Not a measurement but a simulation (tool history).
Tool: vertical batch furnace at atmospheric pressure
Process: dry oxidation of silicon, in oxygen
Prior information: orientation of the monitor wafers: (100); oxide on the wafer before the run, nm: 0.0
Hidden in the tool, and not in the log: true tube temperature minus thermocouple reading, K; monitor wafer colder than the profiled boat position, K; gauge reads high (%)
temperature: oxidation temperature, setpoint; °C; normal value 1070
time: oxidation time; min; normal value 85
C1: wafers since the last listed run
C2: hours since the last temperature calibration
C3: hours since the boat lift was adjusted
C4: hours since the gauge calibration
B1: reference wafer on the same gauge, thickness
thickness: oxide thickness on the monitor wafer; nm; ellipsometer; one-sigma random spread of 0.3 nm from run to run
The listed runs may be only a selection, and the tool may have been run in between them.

Run 1, day 0: usual settings but time 51 min; C1 0; C2 4793; C3 2840.7; C4 110.2; B1 130.07. Result: thickness 82.25 nm.
Run 2, day 1.075: usual settings but time 51 min; C1 334; C2 4818.8; C3 2866.5; C4 136; B1 129.91. Result: thickness 82.05 nm.
Run 3, day 1.679: usual settings but time 51 min; C1 187; C2 4833.3; C3 2881; C4 150.5; B1 130.05. Result: thickness 82.27 nm.
Run 4, day 2.654: usual settings; C1 303; C2 4856.7; C3 2904.4; C4 173.9; B1 129.98. Result: thickness 113.47 nm.
Run 5, day 3.971: usual settings; C1 409; C2 4888.3; C3 2936; C4 205.5; B1 130.07. Result: thickness 113.43 nm.
At day 5.483: thermocouples replaced and temperature profile calibrated.
Run 6, day 5.504: usual settings; C1 165; C2 0.5; C3 2972.8; C4 242.3; B1 130. Result: thickness 112.98 nm.
At day 5.929: gauge calibrated.
Run 7, day 6.338: usual settings; C1 259; C2 20.5; C3 2992.8; C4 9.8; B1 130.05. Result: thickness 113.56 nm.
At day 7.55: boat lift adjusted.
Run 8, day 7.571: usual settings; C1 72; C2 50.1; C3 0.5; C4 39.4; B1 130.04. Result: thickness 113.3 nm.
Run 9, day 8.217: usual settings but temperature 1061 °C, time 54.5 min; C1 200; C2 65.6; C3 16; C4 54.9; B1 129.98. Result: thickness 79.85 nm.
Run 10, day 9.075: usual settings but temperature 1082 °C, time 98 min; C1 266; C2 86.2; C3 36.6; C4 75.5; B1 130.03. Result: thickness 136.18 nm.

The next listed run, before its measurement:
Run 11, day 10.004: usual settings but temperature 1058 °C, time 57 min; C1 288; C2 108.5; C3 58.9; C4 97.8; B1 ?. Result: thickness ?.

{"run 11": {"B1": 130.03, "thickness": 80.08}}
If the tool had no hidden condition, the same run with the same run-to-run variation would have returned thickness 80.08 nm.
